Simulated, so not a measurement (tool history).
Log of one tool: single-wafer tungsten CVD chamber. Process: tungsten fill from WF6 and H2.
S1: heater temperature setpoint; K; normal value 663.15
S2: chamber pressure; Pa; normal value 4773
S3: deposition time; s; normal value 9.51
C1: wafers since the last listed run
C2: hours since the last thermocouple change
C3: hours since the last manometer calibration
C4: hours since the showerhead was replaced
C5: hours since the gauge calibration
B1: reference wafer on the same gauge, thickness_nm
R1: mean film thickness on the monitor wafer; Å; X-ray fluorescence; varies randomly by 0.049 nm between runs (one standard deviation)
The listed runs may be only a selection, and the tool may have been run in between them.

run     day      S1    S2     S3    C1      C2      C3      C4      C5      B1      R1
  1   0.000  663.15  4773   9.51     0   612.3   638.8  7185.5  2462.9  21.944  220.71
  2   1.017  654.15  4773   9.51   639   636.7   663.2  7209.9  2487.3  21.969  185.83
  3   3.633  663.15  4773   9.51  1646   699.5   726.0  7272.7  2550.1  21.943  221.20
  4   5.717  663.15  4773   9.51  1311   749.5   776.0  7322.7  2600.1  21.936  221.10
  5  13.946  663.15  4773   9.51  5179   947.0   973.5  7520.2  2797.6  21.919  221.47
  6  16.500  663.15  4773   9.51  1607  1008.3  1034.8  7581.5  2858.9  21.901  221.86
     16.842  -- gauge calibrated
  7  18.258  663.15  4773   9.51  1106  1050.5  1077.0  7623.7    34.0  22.214  224.57
  8  24.125  663.15  4773   9.51  3692  1191.3  1217.8  7764.5   174.8  22.219  224.54
  9  25.650  663.15  4773   9.51   959  1227.9  1254.4  7801.1   211.4  22.226  223.73
 10  27.225  663.15  4773   9.51   991  1265.7  1292.2  7838.9   249.2  22.213  223.71
 11  28.454  663.15  5333   9.51   773  1295.2  1321.7  7868.4   278.7  22.226  233.96
 12  30.867  672.15  5520   8.42  1518  1353.1  1379.6  7926.3   336.6  22.186  248.20
 13  33.158  671.15  4426   9.51  1442  1408.1  1434.6  7981.3   391.6  22.189  251.73
 14  34.775  663.15  3680   9.51  1017  1446.9  1473.4  8020.1   430.4  22.207  201.22
     36.746  -- capacitance manometer re-zeroed and calibrated
 15  37.508  663.15  4773   9.51  1510  1512.5    18.3  8085.7   496.0  22.194  222.43
     38.733  -- thermocouple changed; heater temperature recalibrated
 16  40.296  673.15  5466   8.84  1544    37.5    85.2  8152.6   562.9  22.170  263.81
 17  43.538  652.15  3733   9.51  2040   115.3   163.0  8230.4   640.7  22.175  163.39
 18  45.500  663.15  4773   9.51  1235   162.4   210.1  8277.5   687.8  22.151  223.69
 19  47.279  657.15  5466  10.37  1119   205.1   252.8  8320.2   730.5  22.164  228.97
 20  49.238  663.15  4773   9.51  1232   252.1   299.8  8367.2   777.5  22.179  222.38
 21  52.042  651.15  5800  10.57  1764   319.4   367.1  8434.5   844.8  22.141  212.19
 22  60.792  673.15  5333   8.64  5507   529.4   577.1  8644.5  1054.8  22.153  254.64
     61.446  -- showerhead replaced
 23  63.438  663.15  5120  10.79  1455   592.9   640.6    47.8  1118.3  22.111  259.14
 24  65.525  663.15  4093   9.51  1313   643.0   690.7    97.9  1168.4  22.131  210.61
 25  67.533  663.15  5760   9.51  1264   691.2   738.9   146.1  1216.6  22.121  239.82
 26  69.171  654.15  5840   9.51  1030   730.5   778.2   185.4  1255.9  22.107  202.51
 27  71.638  663.15  5693   9.51  1552   789.7   837.4   244.6  1315.1  22.106  238.84
 28  74.042  659.15  4773  10.21  1513   847.4   895.1   302.3  1372.8  22.078  221.06
 29  75.592  672.15  4306  11.28   975   884.6   932.3   339.5  1410.0  22.099  299.90
 30  77.012  671.15  5919   8.99   894   918.7   966.4   373.6  1444.1  22.081  265.81
 31  79.142  663.15  5626   9.51  1340   969.8  1017.5   424.7  1495.2  22.087  237.24
 32  81.075  657.15  5826  10.24  1216  1016.2  1063.9   471.1  1541.6  22.081  232.23
 33  82.075  663.15  4773   9.51   629  1040.2  1087.9   495.1  1565.6  22.078  222.65
 34  84.642  663.15  4773   8.14  1615  1101.8  1149.5   556.7  1627.2  22.044  189.79

What does the tool deliver on the next run?
 35  86.717  663.15  5333  9.51  1306  1151.6  1199.3  606.5  1677.0   ?   ?

{"run 35": {"B1": 22.068, "R1": 231.97}}
Were there no unlogged condition in the tool, this run, its random variation unchanged, would have produced R1 233.44 Å.

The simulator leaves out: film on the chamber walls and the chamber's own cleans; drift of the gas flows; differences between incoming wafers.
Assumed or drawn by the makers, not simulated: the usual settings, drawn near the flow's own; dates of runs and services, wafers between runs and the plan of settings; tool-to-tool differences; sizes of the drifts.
